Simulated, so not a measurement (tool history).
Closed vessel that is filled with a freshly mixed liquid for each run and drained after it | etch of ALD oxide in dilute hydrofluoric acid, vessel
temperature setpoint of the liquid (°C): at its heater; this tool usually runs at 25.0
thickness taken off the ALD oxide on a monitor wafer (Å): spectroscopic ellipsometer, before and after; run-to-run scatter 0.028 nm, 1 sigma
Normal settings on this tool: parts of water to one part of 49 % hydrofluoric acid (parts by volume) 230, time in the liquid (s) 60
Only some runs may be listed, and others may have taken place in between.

run	day	temperature setpoint of the liquid (°C)	parts of water to one part of 49 % hydrofluoric acid (parts by volume)	time in the liquid (s)	read-back film thickness of the ALD oxide reference wafer, read on the same gauge (nm)	thickness taken off the ALD oxide on a monitor wafer (Å)
1	0.000	25.0	230	60	140.01	65.8
2	1.183	25.0	230	60	140.03	65.3
3	2.392	25.0	230	60	139.98	65.2
4	3.658	25.0	230	60	140.00	65.5
5	4.204	25.0	230	60	139.98	65.4
6	4.733	25.0	230	60	140.03	65.4
7	5.483	25.0	230	60	139.99	64.8
8	6.604	25.0	230	60	140.01	64.4
9	7.254	25.0	230	60	140.01	64.6
10	8.150	24.0	230	60	140.02	62.2
11	9.450	24.0	230	60	139.99	62.3
12	10.846	24.0	230	60	140.00	61.8
13	12.038	27.5	230	60	139.99	70.3
14	13.379	22.0	230	60	139.98	57.4
15	14.021	25.0	230	60	140.03	64.2
16	14.608	23.0	305	60	139.99	41.6
# day 15.617: thermometer replaced
# day 15.925: gauge calibrated
17	15.979	22.5	185	60	140.01	76.1
18	16.721	25.0	230	60	140.01	63.7
19	17.483	21.5	335	85	139.98	49.4
20	18.883	23.5	310	30	139.99	20.6
21	19.646	25.0	230	60	140.01	63.3
22	20.633	25.0	230	60	139.99	63.3
23	21.712	25.0	330	45	140.05	29.5
24	23.062	27.0	230	60	140.02	67.7
25	23.892	25.0	230	60	140.02	63.1
# day 24.338: hydrofluoric acid flow meter replaced
26	27.933	23.5	155	95	139.94	158.5
27	32.388	29.5	195	35	140.04	54.6
28	33.258	20.5	140	30	139.97	49.4
29	33.850	25.0	230	60	140.02	64.5
30	35.150	27.0	280	60	140.02	53.2
31	35.796	22.0	150	95	140.00	151.6
32	37.292	23.5	310	30	139.98	20.6
33	38.338	25.0	135	80	139.98	162.2
34	39.721	22.0	230	60	139.97	57.4
# day 41.067: thermometer replaced
35	41.088	26.5	305	60	139.95	46.8

Predict each of these 3 candidate next runs independently; none follows another, all start after run 35:
A	41.117	25.0	230	60	?	?
B	41.117	25.0	185	60	?	?
C	41.117	29.5	230	60	?	?

run	read-back film thickness of the ALD oxide reference wafer, read on the same gauge (nm)	thickness taken off the ALD oxide on a monitor wafer (Å)
A	140.06	63.6
B	140.06	83.2
C	140.06	74.4
With no hidden state in the tool, these same runs would have given:
run	thickness taken off the ALD oxide on a monitor wafer (Å)
A	65.8
B	86.0
C	77.0
